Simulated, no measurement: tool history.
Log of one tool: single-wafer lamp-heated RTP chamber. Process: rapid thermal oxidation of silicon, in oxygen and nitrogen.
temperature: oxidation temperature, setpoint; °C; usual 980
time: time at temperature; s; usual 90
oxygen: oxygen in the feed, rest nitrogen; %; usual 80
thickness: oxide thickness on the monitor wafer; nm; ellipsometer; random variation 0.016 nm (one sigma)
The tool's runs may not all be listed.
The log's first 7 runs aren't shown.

run     day  temperature  time  oxygen  wafers since the last listed run  wafers since the last pyrometer calibration  hours since the oxygen flow controller was replaced  hours since the gauge calibration  read-back reference wafer on the same gauge, thickness  thickness
  8  12.258          980    90      80                               661                                         2490                                               7256.3                             1035.3                                                   6.000      5.650
  9  13.979          980   126      80                               402                                         2892                                               7297.6                             1076.6                                                   6.003      6.555
 10  15.458          980    90      80                               346                                         3239                                               7333.1                             1112.1                                                   5.996      5.606
 11  17.771          980    90      80                               541                                         3780                                               7388.6                             1167.6                                                   5.999      5.629
     18.242  -- oxygen flow controller replaced
 12  19.358          980    90      80                               293                                         4073                                                 26.8                             1205.7                                                   5.999      5.639
 13  20.621          980    90      80                               295                                         4369                                                 57.1                             1236.0                                                   6.003      5.661
 14  22.933          980    90      80                               541                                         4910                                                112.6                             1291.5                                                   6.000      5.662
 15  25.783          980    90      80                               666                                         5577                                                181.0                             1359.9                                                   5.998      5.661
 16  27.583          980    90      80                               421                                         5998                                                224.2                             1403.1                                                   5.999      5.667
 17  30.104          980    90      80                               589                                         6588                                                284.7                             1463.6                                                   5.998      5.681
 18  32.875          980    90      80                               648                                         7236                                                351.2                             1530.1                                                   6.005      5.660
 19  34.004          951    46      98                               264                                         7500                                                378.3                             1557.2                                                   6.004      3.736
     34.871  -- pyrometer window cleaned and pyrometer calibrated
 20  35.392          993    90      80                               246                                          122                                                411.6                             1590.5                                                   6.000      6.356
 21  38.058          980    68      80                               624                                          746                                                475.6                             1654.5                                                   6.003      5.141
     39.338  -- gauge calibrated
 22  40.879         1004    76      80                               660                                         1406                                                543.3                               37.0                                                   6.000      6.442
 23  43.167          980    90      80                               535                                         1941                                                598.2                               91.9                                                   6.006      5.847
     43.783  -- pyrometer window cleaned and pyrometer calibrated, repeated, since the last time left the tool worse
 24  45.433          995    90      65                               452                                          386                                                652.6                              146.3                                                   6.000      5.836
 25  46.821          980    90      69                               324                                          710                                                685.9                              179.6                                                   6.000      5.339
 26  49.771          969    90      80                               690                                         1401                                                756.7                              250.4                                                   5.998      5.188
 27  51.658          980   126      80                               441                                         1842                                                802.0                              295.7                                                   6.000      6.561
 28  54.492          970    66      80                               663                                         2505                                                870.0                              363.7                                                   5.999      4.568
 29  55.675          980   128      53                               276                                         2782                                                898.4                              392.1                                                   6.002      5.742
 30  58.142          980    90      98                               577                                         3360                                                957.6                              451.3                                                   6.006      6.097

Forecast each of these 4 alternatives for the next run:
  A  58.162          980    90      80                                 4                                         3364                                                958.1                              451.8                                                       ?          ?
  B  58.162          992    90      58                                 4                                         3364                                                958.1                              451.8                                                       ?          ?
  C  58.162          993   123      62                                 4                                         3364                                                958.1                              451.8                                                       ?          ?
  D  58.162         1000    90      80                                 4                                         3364                                                958.1                              451.8                                                       ?          ?

run  read-back reference wafer on the same gauge, thickness  thickness
  A                                                   5.996      5.672
  B                                                   5.996      5.546
  C                                                   5.996      6.571
  D                                                   5.996      6.577
Without the tool's hidden state the same runs would have given:
run  thickness
  A      5.569
  B      5.447
  C      6.452
  D      6.459
